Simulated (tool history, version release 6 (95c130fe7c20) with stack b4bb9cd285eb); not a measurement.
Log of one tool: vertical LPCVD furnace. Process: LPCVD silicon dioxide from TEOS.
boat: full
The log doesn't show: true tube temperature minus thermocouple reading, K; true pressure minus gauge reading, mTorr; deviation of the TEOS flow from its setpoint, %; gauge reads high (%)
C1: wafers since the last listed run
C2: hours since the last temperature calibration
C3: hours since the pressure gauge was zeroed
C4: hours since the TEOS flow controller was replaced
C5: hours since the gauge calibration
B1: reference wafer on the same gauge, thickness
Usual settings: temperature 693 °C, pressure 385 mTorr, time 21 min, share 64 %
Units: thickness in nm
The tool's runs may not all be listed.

{"run": 1, "day": 0.0, "temperature": 693, "pressure": 385, "time": 21, "share": 64, "C1": 0, "C2": 3323.6, "C3": 3797.1, "C4": 4634.3, "C5": 7.7, "B1": 133.02, "thickness": 149.87}
{"run": 2, "day": 0.317, "temperature": 693, "pressure": 385, "time": 21, "share": 64, "C1": 79, "C2": 3331.2, "C3": 3804.7, "C4": 4641.9, "C5": 15.3, "B1": 132.98, "thickness": 150.3}
{"run": 3, "day": 0.825, "temperature": 693, "pressure": 385, "time": 21, "share": 64, "C1": 126, "C2": 3343.4, "C3": 3816.9, "C4": 4654.1, "C5": 27.5, "B1": 133.01, "thickness": 150.4}
{"run": 4, "day": 1.15, "temperature": 693, "pressure": 385, "time": 21, "share": 64, "C1": 81, "C2": 3351.2, "C3": 3824.7, "C4": 4661.9, "C5": 35.3, "B1": 132.98, "thickness": 150.21}
{"run": 5, "day": 1.625, "temperature": 693, "pressure": 385, "time": 21, "share": 64, "C1": 118, "C2": 3362.6, "C3": 3836.1, "C4": 4673.3, "C5": 46.7, "B1": 133.01, "thickness": 149.7}
{"run": 6, "day": 2.354, "temperature": 693, "pressure": 385, "time": 21, "share": 64, "C1": 181, "C2": 3380.1, "C3": 3853.6, "C4": 4690.8, "C5": 64.2, "B1": 133, "thickness": 150.27}
{"run": 7, "day": 3.638, "temperature": 693, "pressure": 385, "time": 21, "share": 64, "C1": 320, "C2": 3410.9, "C3": 3884.4, "C4": 4721.6, "C5": 95, "B1": 132.98, "thickness": 150.96}
{"run": 8, "day": 4.333, "temperature": 693, "pressure": 385, "time": 21, "share": 64, "C1": 173, "C2": 3427.6, "C3": 3901.1, "C4": 4738.3, "C5": 111.7, "B1": 133, "thickness": 150.07}
{"run": 9, "day": 4.854, "temperature": 693, "pressure": 385, "time": 21, "share": 64, "C1": 129, "C2": 3440.1, "C3": 3913.6, "C4": 4750.8, "C5": 124.2, "B1": 133.01, "thickness": 150.59}
{"run": 10, "day": 5.6, "temperature": 693, "pressure": 385, "time": 21, "share": 64, "C1": 186, "C2": 3458, "C3": 3931.5, "C4": 4768.7, "C5": 142.1, "B1": 132.98, "thickness": 150.69}
{"day": 6.654, "done": "TEOS flow controller replaced"}
{"day": 6.667, "done": "pressure gauge zeroed"}
{"run": 11, "day": 6.688, "temperature": 700, "pressure": 385, "time": 18.5, "share": 64, "C1": 18, "C2": 3484.1, "C3": 0.5, "C4": 0.8, "C5": 168.2, "B1": 133.04, "thickness": 156.17}
{"day": 6.946, "done": "gauge calibrated"}
{"run": 12, "day": 7.175, "temperature": 693, "pressure": 385, "time": 21, "share": 64, "C1": 121, "C2": 3495.8, "C3": 12.2, "C4": 12.5, "C5": 5.5, "B1": 133.04, "thickness": 150.86}
{"day": 8.346, "done": "thermocouples replaced and temperature profile calibrated"}
{"run": 13, "day": 8.367, "temperature": 705, "pressure": 290, "time": 21, "share": 64, "C1": 47, "C2": 0.5, "C3": 40.8, "C4": 41.1, "C5": 34.1, "B1": 133.02, "thickness": 158.6}
{"run": 14, "day": 8.571, "temperature": 693, "pressure": 385, "time": 28.5, "share": 73, "C1": 50, "C2": 5.4, "C3": 45.7, "C4": 46, "C5": 39, "B1": 133.02, "thickness": 200.3}
{"run": 15, "day": 8.833, "temperature": 693, "pressure": 445, "time": 14.5, "share": 59, "C1": 65, "C2": 11.7, "C3": 52, "C4": 52.3, "C5": 45.3, "B1": 133.04, "thickness": 98.54}
{"run": 16, "day": 9.142, "temperature": 693, "pressure": 440, "time": 21, "share": 55, "C1": 76, "C2": 19.1, "C3": 59.4, "C4": 59.7, "C5": 52.7, "B1": 132.99, "thickness": 137.16}
{"run": 17, "day": 9.992, "temperature": 693, "pressure": 385, "time": 21, "share": 64, "C1": 212, "C2": 39.5, "C3": 79.8, "C4": 80.1, "C5": 73.1, "B1": 132.99, "thickness": 138.71}
{"run": 18, "day": 10.85, "temperature": 688, "pressure": 385, "time": 28.5, "share": 64, "C1": 214, "C2": 60.1, "C3": 100.4, "C4": 100.7, "C5": 93.7, "B1": 133.01, "thickness": 166.6}
{"run": 19, "day": 11.675, "temperature": 701, "pressure": 410, "time": 25, "share": 74, "C1": 205, "C2": 79.9, "C3": 120.2, "C4": 120.5, "C5": 113.5, "B1": 133.02, "thickness": 220.59}

Forecast each of these 4 alternatives for the next run:
{"run": "A", "day": 11.888, "temperature": 693, "pressure": 385, "time": 21, "share": 64, "C1": 53, "C2": 85, "C3": 125.3, "C4": 125.6, "C5": 118.6, "B1": "?", "thickness": "?"}
{"run": "B", "day": 11.888, "temperature": 693, "pressure": 385, "time": 27, "share": 64, "C1": 53, "C2": 85, "C3": 125.3, "C4": 125.6, "C5": 118.6, "B1": "?", "thickness": "?"}
{"run": "C", "day": 11.888, "temperature": 689, "pressure": 385, "time": 25, "share": 64, "C1": 53, "C2": 85, "C3": 125.3, "C4": 125.6, "C5": 118.6, "B1": "?", "thickness": "?"}
{"run": "D", "day": 11.888, "temperature": 704, "pressure": 295, "time": 14.5, "share": 68, "C1": 53, "C2": 85, "C3": 125.3, "C4": 125.6, "C5": 118.6, "B1": "?", "thickness": "?"}

run=A B1=133.02 thickness=138.58
run=B B1=133.02 thickness=178.17
run=C B1=133.02 thickness=150.06
run=D B1=133.02 thickness=111.58
Without the tool's hidden state the same runs would have given:
run=A thickness=137.66
run=B thickness=176.99
run=C thickness=149.06
run=D thickness=110.85
